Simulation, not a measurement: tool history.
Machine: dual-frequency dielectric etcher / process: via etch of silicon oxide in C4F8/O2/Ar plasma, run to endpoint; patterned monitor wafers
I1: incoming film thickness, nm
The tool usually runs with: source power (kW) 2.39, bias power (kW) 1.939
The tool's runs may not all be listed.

{"run": 1, "hour": 0.0, "source power (kW)": 2.39, "bias power (kW)": 2.15, "I1": 1187.2, "endpoint time (s)": 204.5}
{"run": 2, "hour": 35.1, "source power (kW)": 2.39, "bias power (kW)": 2.15, "I1": 1173.2, "endpoint time (s)": 201.9}
{"run": 3, "hour": 61.4, "source power (kW)": 2.08, "bias power (kW)": 1.939, "I1": 1170.5, "endpoint time (s)": 221.4}
{"run": 4, "hour": 130.6, "source power (kW)": 2.39, "bias power (kW)": 1.939, "I1": 1202, "endpoint time (s)": 216.4}
{"run": 5, "hour": 238.9, "source power (kW)": 2.39, "bias power (kW)": 1.939, "I1": 1177, "endpoint time (s)": 213.7}
{"run": 6, "hour": 289.7, "source power (kW)": 2.39, "bias power (kW)": 1.939, "I1": 1188.2, "endpoint time (s)": 221.2}
{"hour": 319.5, "done": "wet clean of the chamber"}
{"run": 7, "hour": 320.0, "source power (kW)": 2.39, "bias power (kW)": 1.939, "I1": 1187.4, "endpoint time (s)": 206.3}
{"hour": 352.8, "done": "upper electrode replaced"}
{"run": 8, "hour": 383.0, "source power (kW)": 2.39, "bias power (kW)": 1.939, "I1": 1175.8, "endpoint time (s)": 205.3}
{"run": 9, "hour": 410.7, "source power (kW)": 2.39, "bias power (kW)": 1.939, "I1": 1192.2, "endpoint time (s)": 207.3}
{"run": 10, "hour": 471.7, "source power (kW)": 2.39, "bias power (kW)": 1.939, "I1": 1175.4, "endpoint time (s)": 208.5}
{"run": 11, "hour": 622.1, "source power (kW)": 2.39, "bias power (kW)": 1.939, "I1": 1169.1, "endpoint time (s)": 206}
{"run": 12, "hour": 672.2, "source power (kW)": 2.39, "bias power (kW)": 1.939, "I1": 1180.4, "endpoint time (s)": 211.4}
{"hour": 692.1, "done": "bias power generator calibrated"}
{"hour": 737.1, "done": "source power generator calibrated"}
{"run": 13, "hour": 738.4, "source power (kW)": 2.39, "bias power (kW)": 1.939, "I1": 1177, "endpoint time (s)": 214.9}
{"run": 14, "hour": 767.1, "source power (kW)": 2.39, "bias power (kW)": 1.939, "I1": 1183.4, "endpoint time (s)": 212.2}
{"run": 15, "hour": 800.1, "source power (kW)": 2.88, "bias power (kW)": 1.614, "I1": 1179.6, "endpoint time (s)": 210.3}
{"run": 16, "hour": 851.8, "source power (kW)": 2.39, "bias power (kW)": 1.939, "I1": 1179.4, "endpoint time (s)": 213.2}
{"hour": 905.2, "done": "wet clean of the chamber"}
{"run": 17, "hour": 905.7, "source power (kW)": 2.64, "bias power (kW)": 1.662, "I1": 1192.3, "endpoint time (s)": 208.4}
{"run": 18, "hour": 958.3, "source power (kW)": 2.1, "bias power (kW)": 2.268, "I1": 1184.9, "endpoint time (s)": 203.2}
{"run": 19, "hour": 985.2, "source power (kW)": 2.92, "bias power (kW)": 1.655, "I1": 1186.2, "endpoint time (s)": 202.7}
{"run": 20, "hour": 1018.3, "source power (kW)": 2.91, "bias power (kW)": 2.208, "I1": 1185.9, "endpoint time (s)": 187.9}
{"run": 21, "hour": 1086.9, "source power (kW)": 2.56, "bias power (kW)": 1.504, "I1": 1187.1, "endpoint time (s)": 223.7}
{"run": 22, "hour": 1154.7, "source power (kW)": 2.69, "bias power (kW)": 1.939, "I1": 1181.4, "endpoint time (s)": 200}

List, for all runs, the conditions of the tool that the log does not record:
source power that arrives over what is set, %: 0, the same for each run
bias power that arrives over what is set, %: 0, the same for each run
H1: etch rate over this chamber's usual, %
run=1 H1=-2.64
run=2 H1=-2.99
run=3 H1=-3.25
run=4 H1=-3.93
run=5 H1=-5
run=6 H1=-5.5
run=7 H1=0.161
run=8 H1=-0.461
run=9 H1=-0.734
run=10 H1=-1.34
run=11 H1=-2.82
run=12 H1=-3.31
run=13 H1=-3.97
run=14 H1=-4.25
run=15 H1=-4.58
run=16 H1=-5.09
run=17 H1=0.161
run=18 H1=-0.358
run=19 H1=-0.624
run=20 H1=-0.95
run=21 H1=-1.63
run=22 H1=-2.3
